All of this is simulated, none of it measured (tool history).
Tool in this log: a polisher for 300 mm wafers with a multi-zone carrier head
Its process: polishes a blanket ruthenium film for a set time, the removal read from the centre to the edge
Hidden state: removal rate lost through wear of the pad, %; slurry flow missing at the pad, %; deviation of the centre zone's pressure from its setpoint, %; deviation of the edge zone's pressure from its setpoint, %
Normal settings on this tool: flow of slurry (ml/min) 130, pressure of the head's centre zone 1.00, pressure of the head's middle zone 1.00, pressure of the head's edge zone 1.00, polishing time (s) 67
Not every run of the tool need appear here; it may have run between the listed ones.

run    hour  flow of slurry (ml/min)  pressure of the head's centre zone  pressure of the head's middle zone  pressure of the head's edge zone  polishing time (s)  wafers since the last listed run  wafers polished on this pad  hours since the slurry nozzle was cleaned  hours since the centre zone pressure was calibrated  hours since the edge zone pressure was calibrated  hours since the carrier head's membrane was replaced  incoming thickness of the incoming film, nm  film removed at the wafer's centre (Å)  film removed at mid-radius (Å)  film removed at the wafer's edge (Å)
  1     0.0                      145                                1.00                                1.00                              1.00                  67                                 0                         1264                                      542.8                                                331.0                                              323.3                                                 515.8                                        320.1                                     621                             635                                   627
  2    36.5                      145                                1.00                                1.00                              1.00                  67                               400                         1665                                      579.3                                                367.5                                              359.8                                                 552.3                                        323.1                                     624                             642                                   637
  3    91.5                      145                                1.00                                1.00                              1.00                  67                               604                         2269                                      634.3                                                422.5                                              414.8                                                 607.3                                        316.6                                     627                             617                                   633
      108.2  -- edge zone pressure recalibrated
      146.7  -- slurry nozzle cleaned
  4   167.1                      130                                1.00                                1.00                              1.00                  67                               797                         3067                                       20.4                                                498.1                                               58.9                                                 682.9                                        315.1                                     614                             635                                   628
      180.7  -- worn pad replaced by a new one
  5   396.2                      130                                1.00                                1.00                              1.00                  67                              2472                         2366                                      249.5                                                727.2                                              288.0                                                 912.0                                        321.1                                     614                             613                                   621
      450.1  -- worn pad replaced by a new one
  6   463.1                      130                                1.00                                1.00                              1.00                  67                               690                          142                                      316.4                                                794.1                                              354.9                                                 978.9                                        323.1                                     615                             621                                   626
      490.2  -- edge zone pressure recalibrated
  7   546.4                      130                                1.00                                1.00                              1.03                  67                               892                         1035                                      399.7                                                877.4                                               56.2                                                1062.2                                        322.9                                     622                             629                                   630
  8   616.9                      130                                1.00                                1.00                              1.03                  67                               774                         1809                                      470.2                                                947.9                                              126.7                                                1132.7                                        318.5                                     620                             636                                   631
  9   681.2                      130                                0.95                                1.00                              0.90                  67                               706                         2515                                      534.5                                               1012.2                                              191.0                                                1197.0                                        321.0                                     581                             626                                   616
      730.7  -- worn pad replaced by a new one
      730.8  -- centre zone pressure recalibrated
 10   824.1                      130                                0.97                                1.06                              1.00                  67                              1524                         1024                                      677.4                                                 93.3                                              333.9                                                1339.9                                        324.8                                     591                             649                                   629
      829.9  -- carrier head's membrane replaced by a new one
      834.6  -- slurry nozzle cleaned
 11   883.2                      130                                1.08                                1.00                              1.00                  49                               583                         1607                                       48.6                                                152.4                                              393.0                                                  53.3                                        319.0                                     484                             454                                   460
      942.0  -- edge zone pressure recalibrated
 12   944.3                      145                                1.00                                0.97                              1.00                  67                               649                         2256                                      109.7                                                213.5                                                2.3                                                 114.4                                        324.0                                     619                             618                                   639
      986.9  -- worn pad replaced by a new one
 13  1038.9                       95                                1.00                                1.00                              1.06                  67                               995                          571                                      204.3                                                308.1                                               96.9                                                 209.0                                        318.8                                     567                             588                                   609
 14  1138.3                      160                                0.95                                1.00                              1.00                  67                              1091                         1662                                      303.7                                                407.5                                              196.3                                                 308.4                                        321.2                                     604                             637                                   644
     1224.2  -- worn pad replaced by a new one
 15  1224.7                      130                                1.00                                1.00                              1.00                  67                               904                            5                                      390.1                                                493.9                                              282.7                                                 394.8                                        320.3                                     614                             633                                   624
 16  1313.4                      130                                1.00                                1.00                              1.00                  67                               974                          979                                      478.8                                                582.6                                              371.4                                                 483.5                                        321.7                                     615                             619                                   628

Each row is a separate what-if for the run after 16, all from the same tool condition, not one after another. Results?
  A  1313.9                      130                                1.00                                1.00                              1.00                  67                                 5                          985                                      479.3                                                583.1                                              371.9                                                 484.0                                        314.9                                       ?                               ?                                     ?
  B  1313.9                      130                                1.00                                1.00                              1.00                  51                                 5                          985                                      479.3                                                583.1                                              371.9                                                 484.0                                        314.9                                       ?                               ?                                     ?
  C  1313.9                      130                                1.00                                1.00                              1.00                  60                                 5                          985                                      479.3                                                583.1                                              371.9                                                 484.0                                        314.9                                       ?                               ?                                     ?

run  film removed at the wafer's centre (Å)  film removed at mid-radius (Å)  film removed at the wafer's edge (Å)
  A                                     614                             628                                   631
  B                                     467                             478                                   480
  C                                     550                             562                                   565
Stripped of hidden state, with their random variation kept, the same runs would have yielded:
run  film removed at the wafer's centre (Å)  film removed at mid-radius (Å)  film removed at the wafer's edge (Å)
  A                                     614                             628                                   631
  B                                     467                             478                                   480
  C                                     550                             562                                   565
